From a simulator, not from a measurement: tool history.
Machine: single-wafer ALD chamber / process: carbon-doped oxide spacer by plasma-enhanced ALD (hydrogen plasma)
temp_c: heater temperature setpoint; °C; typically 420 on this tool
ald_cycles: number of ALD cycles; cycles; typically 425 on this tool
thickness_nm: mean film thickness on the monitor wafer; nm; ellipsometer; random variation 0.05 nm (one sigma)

run	day	temp_c	ald_cycles	wafers since the last listed run	hours since the last thermocouple change	hours since the gauge calibration	read-back reference wafer on the same gauge, thickness_nm	thickness_nm
1	0	420	425	0	746.2	402.4	18.609	20.342
2	1.433	420	425	42	780.6	436.8	18.609	20.37
3	2.538	420	425	33	807.1	463.3	18.614	20.278
4	5.408	420	425	85	876	532.2	18.569	20.321
5	7.683	420	425	68	930.6	586.8	18.606	20.3
6	10.158	420	425	74	990	646.2	18.608	20.328
7	12.692	420	425	75	1050.8	707	18.597	20.304
8	14.983	420	425	68	1105.8	762	18.585	20.345
9	16.788	420	425	53	1149.1	805.3	18.608	20.367
10	19.538	426	425	82	1215.1	871.3	18.604	19.966
11	21.262	420	425	51	1256.5	912.7	18.614	20.175
12	22.417	420	383	34	1284.2	940.4	18.62	18.285
# day 23.567: thermocouple changed; heater temperature recalibrated
13	24.046	420	383	38	11.5	979.5	18.597	17.998
14	25.417	420	383	40	44.4	1012.4	18.586	17.986
15	28.079	420	425	79	108.3	1076.3	18.599	20.047
16	34.075	420	425	179	252.2	1220.2	18.603	20.113
17	35.158	416	462	32	278.2	1246.2	18.59	22.172
18	38.088	408	486	87	348.5	1316.5	18.626	23.909
19	39.183	420	425	32	374.8	1342.8	18.581	20.19
20	41.225	429	370	61	423.8	1391.8	18.589	17.132
21	43.346	411	386	63	474.7	1442.7	18.607	18.876
22	46.225	424	402	86	543.8	1511.8	18.596	18.935
23	48.142	412	463	57	589.8	1557.8	18.577	22.624
24	50.521	420	425	71	646.9	1614.9	18.606	20.255
# day 51.408: gauge calibrated
25	51.558	420	425	31	671.8	3.6	18.598	20.203
26	54.271	426	460	81	736.9	68.7	18.604	21.57
27	56.958	407	348	80	801.4	133.2	18.604	17.371
28	59.312	412	376	70	857.9	189.7	18.61	18.49
29	61.412	409	354	62	908.3	240.1	18.623	17.458
30	63.333	408	342	57	954.4	286.2	18.616	17.001
31	65.829	430	381	74	1014.3	346.1	18.61	17.71

Selected run-to-run steps in thickness_nm, each split into two signed amounts: the part the tool would show with no hidden state at all (from settings, incoming material and random variation), and the remainder, which goes to the hidden state together with any gauge scatter not common to the measured and the hidden-state-free results:
Unlogged tool condition in this case: wafer temperature above the value expected at the setpoint (K); gauge reads high (%).
Run 12 -> 13: thermocouple changed; heater temperature recalibrated. thickness_nm -0.287 nm: hidden state -0.287, all else +0.
Run 15 -> 16: no setting touched and nothing written in the log between the runs. thickness_nm +0.066 nm: hidden state +0.085, all else -0.019.
Run 18 -> 19: temp_c 408 -> 420, ald_cycles 486 -> 425. thickness_nm -3.719 nm: hidden state -0.016, all else -3.703.
Run 22 -> 23: temp_c 424 -> 412, ald_cycles 402 -> 463. thickness_nm +3.689 nm: hidden state +0.048, all else +3.641.
Run 26 -> 27: temp_c 426 -> 407, ald_cycles 460 -> 348. thickness_nm -4.199 nm: hidden state -0.068, all else -4.131.
